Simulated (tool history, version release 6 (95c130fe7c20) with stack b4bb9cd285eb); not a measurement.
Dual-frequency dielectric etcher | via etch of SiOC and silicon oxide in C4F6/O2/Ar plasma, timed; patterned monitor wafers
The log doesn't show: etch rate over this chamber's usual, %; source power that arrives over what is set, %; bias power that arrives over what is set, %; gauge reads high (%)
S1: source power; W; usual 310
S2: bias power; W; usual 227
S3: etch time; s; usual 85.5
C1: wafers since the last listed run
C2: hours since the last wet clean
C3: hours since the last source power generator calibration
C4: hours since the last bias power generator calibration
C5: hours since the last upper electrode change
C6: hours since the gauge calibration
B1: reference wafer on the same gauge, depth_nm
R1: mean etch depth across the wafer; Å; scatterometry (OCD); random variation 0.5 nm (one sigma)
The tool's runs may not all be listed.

run 1 hour=0.0 | S1=310 S2=227 S3=85.5 | C1=0 C2=302.8 C3=2709.7 C4=1362.1 C5=3097.8 C6=249.0 | B1=79.5 | R1=986
run 2 hour=94.7 | S1=310 S2=227 S3=85.5 | C1=779 C2=397.5 C3=2804.4 C4=1456.8 C5=3192.5 C6=343.7 | B1=79.5 | R1=981
run 3 hour=113.7 | S1=310 S2=227 S3=85.5 | C1=156 C2=416.5 C3=2823.4 C4=1475.8 C5=3211.5 C6=362.7 | B1=79.6 | R1=988
run 4 hour=128.3 | S1=310 S2=227 S3=85.5 | C1=120 C2=431.1 C3=2838.0 C4=1490.4 C5=3226.1 C6=377.3 | B1=79.6 | R1=981
run 5 hour=147.4 | S1=310 S2=227 S3=85.5 | C1=157 C2=450.2 C3=2857.1 C4=1509.5 C5=3245.2 C6=396.4 | B1=79.4 | R1=983
run 6 hour=163.9 | S1=310 S2=227 S3=85.5 | C1=135 C2=466.7 C3=2873.6 C4=1526.0 C5=3261.7 C6=412.9 | B1=79.5 | R1=982
run 7 hour=189.2 | S1=370 S2=227 S3=85.5 | C1=208 C2=492.0 C3=2898.9 C4=1551.3 C5=3287.0 C6=438.2 | B1=79.4 | R1=1040
run 8 hour=220.6 | S1=280 S2=244 S3=85.5 | C1=258 C2=523.4 C3=2930.3 C4=1582.7 C5=3318.4 C6=469.6 | B1=79.5 | R1=984
run 9 hour=246.4 | S1=310 S2=227 S3=73.5 | C1=212 C2=549.2 C3=2956.1 C4=1608.5 C5=3344.2 C6=495.4 | B1=79.4 | R1=845
run 10 hour=260.5 | S1=310 S2=246 S3=85.5 | C1=115 C2=563.3 C3=2970.2 C4=1622.6 C5=3358.3 C6=509.5 | B1=79.6 | R1=1017
run 11 hour=273.0 | S1=310 S2=246 S3=85.5 | C1=102 C2=575.8 C3=2982.7 C4=1635.1 C5=3370.8 C6=522.0 | B1=79.6 | R1=1017
-- hour=305.1 wet clean of the chamber
run 12 hour=305.6 | S1=310 S2=246 S3=85.5 | C1=70 C2=0.5 C3=3015.3 C4=1667.7 C5=3403.4 C6=554.6 | B1=79.4 | R1=1010
run 13 hour=312.2 | S1=310 S2=227 S3=85.5 | C1=54 C2=7.1 C3=3021.9 C4=1674.3 C5=3410.0 C6=561.2 | B1=79.4 | R1=992
run 14 hour=331.0 | S1=310 S2=227 S3=85.5 | C1=154 C2=25.9 C3=3040.7 C4=1693.1 C5=3428.8 C6=580.0 | B1=79.4 | R1=989
run 15 hour=365.7 | S1=390 S2=182 S3=69.0 | C1=285 C2=60.6 C3=3075.4 C4=1727.8 C5=3463.5 C6=614.7 | B1=79.5 | R1=792
run 16 hour=397.1 | S1=340 S2=193 S3=77.5 | C1=258 C2=92.0 C3=3106.8 C4=1759.2 C5=3494.9 C6=646.1 | B1=79.5 | R1=869
-- hour=424.6 gauge calibrated
-- hour=447.4 upper electrode replaced
run 17 hour=447.9 | S1=270 S2=196 S3=61.5 | C1=220 C2=142.8 C3=3157.6 C4=1810.0 C5=0.5 C6=23.3 | B1=79.5 | R1=649
run 18 hour=455.8 | S1=290 S2=263 S3=85.5 | C1=64 C2=150.7 C3=3165.5 C4=1817.9 C5=8.4 C6=31.2 | B1=79.4 | R1=1018
run 19 hour=484.1 | S1=370 S2=172 S3=85.5 | C1=232 C2=179.0 C3=3193.8 C4=1846.2 C5=36.7 C6=59.5 | B1=79.5 | R1=946
-- hour=497.3 source power generator calibrated
run 20 hour=515.0 | S1=310 S2=256 S3=93.0 | C1=221 C2=209.9 C3=17.7 C4=1877.1 C5=67.6 C6=90.4 | B1=79.5 | R1=1123
run 21 hour=532.7 | S1=310 S2=201 S3=97.0 | C1=145 C2=227.6 C3=35.4 C4=1894.8 C5=85.3 C6=108.1 | B1=79.5 | R1=1065
-- hour=543.0 bias power generator calibrated
run 22 hour=597.0 | S1=360 S2=227 S3=85.5 | C1=496 C2=291.9 C3=99.7 C4=54.0 C5=149.6 C6=172.4 | B1=79.5 | R1=1030
run 23 hour=621.9 | S1=310 S2=227 S3=85.5 | C1=204 C2=316.8 C3=124.6 C4=78.9 C5=174.5 C6=197.3 | B1=79.6 | R1=984
run 24 hour=643.7 | S1=360 S2=227 S3=75.0 | C1=179 C2=338.6 C3=146.4 C4=100.7 C5=196.3 C6=219.1 | B1=79.5 | R1=899
run 25 hour=672.1 | S1=310 S2=227 S3=85.5 | C1=233 C2=367.0 C3=174.8 C4=129.1 C5=224.7 C6=247.5 | B1=79.5 | R1=991
run 26 hour=703.3 | S1=390 S2=182 S3=69.0 | C1=256 C2=398.2 C3=206.0 C4=160.3 C5=255.9 C6=278.7 | B1=79.5 | R1=783

Forecast each of these 4 alternatives for the next run:
run A hour=703.7 | S1=310 S2=227 S3=85.5 | C1=3 C2=398.6 C3=206.4 C4=160.7 C5=256.3 C6=279.1 | B1=? | R1=?
run B hour=703.7 | S1=310 S2=208 S3=110.5 | C1=3 C2=398.6 C3=206.4 C4=160.7 C5=256.3 C6=279.1 | B1=? | R1=?
run C hour=703.7 | S1=310 S2=280 S3=85.5 | C1=3 C2=398.6 C3=206.4 C4=160.7 C5=256.3 C6=279.1 | B1=? | R1=?
run D hour=703.7 | S1=380 S2=171 S3=110.5 | C1=3 C2=398.6 C3=206.4 C4=160.7 C5=256.3 C6=279.1 | B1=? | R1=?

run=A B1=79.5 R1=985
run=B B1=79.5 R1=1235
run=C B1=79.5 R1=1063
run=D B1=79.5 R1=1228
Without the tool's hidden state the same runs would have given:
run=A R1=985
run=B R1=1235
run=C R1=1063
run=D R1=1228
